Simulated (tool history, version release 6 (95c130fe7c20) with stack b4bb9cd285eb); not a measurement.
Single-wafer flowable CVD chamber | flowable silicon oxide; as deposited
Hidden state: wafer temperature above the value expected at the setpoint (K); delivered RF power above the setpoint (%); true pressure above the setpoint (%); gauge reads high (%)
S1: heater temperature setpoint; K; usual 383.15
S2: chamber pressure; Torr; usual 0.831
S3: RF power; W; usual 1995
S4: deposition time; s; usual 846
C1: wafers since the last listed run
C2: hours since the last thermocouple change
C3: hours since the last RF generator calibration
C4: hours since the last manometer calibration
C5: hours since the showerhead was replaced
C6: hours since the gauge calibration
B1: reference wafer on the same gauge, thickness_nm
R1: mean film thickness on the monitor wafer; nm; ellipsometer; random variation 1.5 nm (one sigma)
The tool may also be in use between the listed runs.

run	hour	S1	S2	S3	S4	C1	C2	C3	C4	C5	C6	B1	R1
1	0.0	383.15	0.696	1995	846	0	2719.5	1983.2	2495.9	7021.7	374.9	372.494	268.538
2	15.6	383.15	0.696	1995	846	27	2735.1	1998.8	2511.5	7037.3	390.5	373.736	269.183
3	24.1	383.15	0.831	1995	846	14	2743.6	2007.3	2520.0	7045.8	399.0	372.825	318.427
# hour 36.9: capacitance manometer re-zeroed and calibrated
4	37.4	383.15	0.831	1995	846	9	2756.9	2020.6	0.5	7059.1	412.3	373.342	288.636
5	54.6	383.15	0.831	1995	846	29	2774.1	2037.8	17.7	7076.3	429.5	372.609	288.753
6	68.3	388.15	1.008	1730	977	23	2787.8	2051.5	31.4	7090.0	443.2	372.583	328.924
7	74.8	398.15	1.024	2205	761	11	2794.3	2058.0	37.9	7096.5	449.7	373.379	220.302
# hour 82.5: gauge calibrated
8	91.7	383.15	0.831	1995	846	29	2811.2	2074.9	54.8	7113.4	9.2	373.468	290.093
# hour 112.5: showerhead replaced
9	113.0	396.15	1.016	2245	846	23	2832.5	2096.2	76.1	0.5	30.5	372.909	256.221
10	119.8	383.15	0.987	2270	998	11	2839.3	2103.0	82.9	7.3	37.3	373.435	420.291
# hour 132.5: RF generator calibrated
11	133.7	383.15	0.831	1995	846	10	2853.2	1.2	96.8	21.2	51.2	372.878	285.967
12	142.4	391.15	0.774	2380	682	15	2861.9	9.9	105.5	29.9	59.9	372.539	181.625
13	151.4	395.15	0.894	1800	725	15	2870.9	18.9	114.5	38.9	68.9	373.614	182.214
14	159.2	383.15	0.831	2350	846	13	2878.7	26.7	122.3	46.7	76.7	373.038	300.903
15	198.2	375.15	0.831	1995	984	67	2917.7	65.7	161.3	85.7	115.7	373.172	427.766
# hour 209.0: thermocouple changed; heater temperature recalibrated
16	215.0	383.15	0.831	1995	773	15	6.0	82.5	178.1	102.5	132.5	373.216	335.337
17	229.1	383.15	0.958	1995	959	24	20.1	96.6	192.2	116.6	146.6	372.820	479.074
18	238.3	383.15	0.831	1995	799	15	29.3	105.8	201.4	125.8	155.8	373.736	345.728
19	254.8	383.15	0.831	1995	738	28	45.8	122.3	217.9	142.3	172.3	373.169	319.740
20	263.9	383.15	0.831	1995	846	15	54.9	131.4	227.0	151.4	181.4	372.491	366.623
21	274.2	383.15	0.831	1790	846	17	65.2	141.7	237.3	161.7	191.7	373.433	350.916
22	289.3	394.15	0.831	2355	754	26	80.3	156.8	252.4	176.8	206.8	373.100	244.700
23	300.8	383.15	0.831	1615	694	19	91.8	168.3	263.9	188.3	218.3	373.122	269.591
24	318.6	395.15	0.831	1710	950	30	109.6	186.1	281.7	206.1	236.1	372.492	267.236
25	325.9	383.15	0.831	1995	846	12	116.9	193.4	289.0	213.4	243.4	372.977	371.421
26	340.8	383.15	0.686	1995	846	25	131.8	208.3	303.9	228.3	258.3	373.302	305.490
27	348.3	383.15	0.632	1620	846	12	139.3	215.8	311.4	235.8	265.8	373.071	251.790

5 ways to go on from here, each from the tool as it stands after run 27. What would each give?
A	348.9	383.15	0.947	1995	846	1	139.9	216.4	312.0	236.4	266.4	?	?
B	348.9	383.15	0.770	2230	846	1	139.9	216.4	312.0	236.4	266.4	?	?
C	348.9	369.15	0.831	1995	846	1	139.9	216.4	312.0	236.4	266.4	?	?
D	348.9	383.15	0.831	2100	1009	1	139.9	216.4	312.0	236.4	266.4	?	?
E	348.9	369.15	0.831	1995	991	1	139.9	216.4	312.0	236.4	266.4	?	?

run	B1	R1
A	372.752	417.977
B	372.752	351.145
C	372.752	588.530
D	372.752	445.317
E	372.752	689.401
Without the tool's hidden state the same runs would have given:
run	R1
A	416.183
B	349.305
C	585.848
D	443.146
E	686.259

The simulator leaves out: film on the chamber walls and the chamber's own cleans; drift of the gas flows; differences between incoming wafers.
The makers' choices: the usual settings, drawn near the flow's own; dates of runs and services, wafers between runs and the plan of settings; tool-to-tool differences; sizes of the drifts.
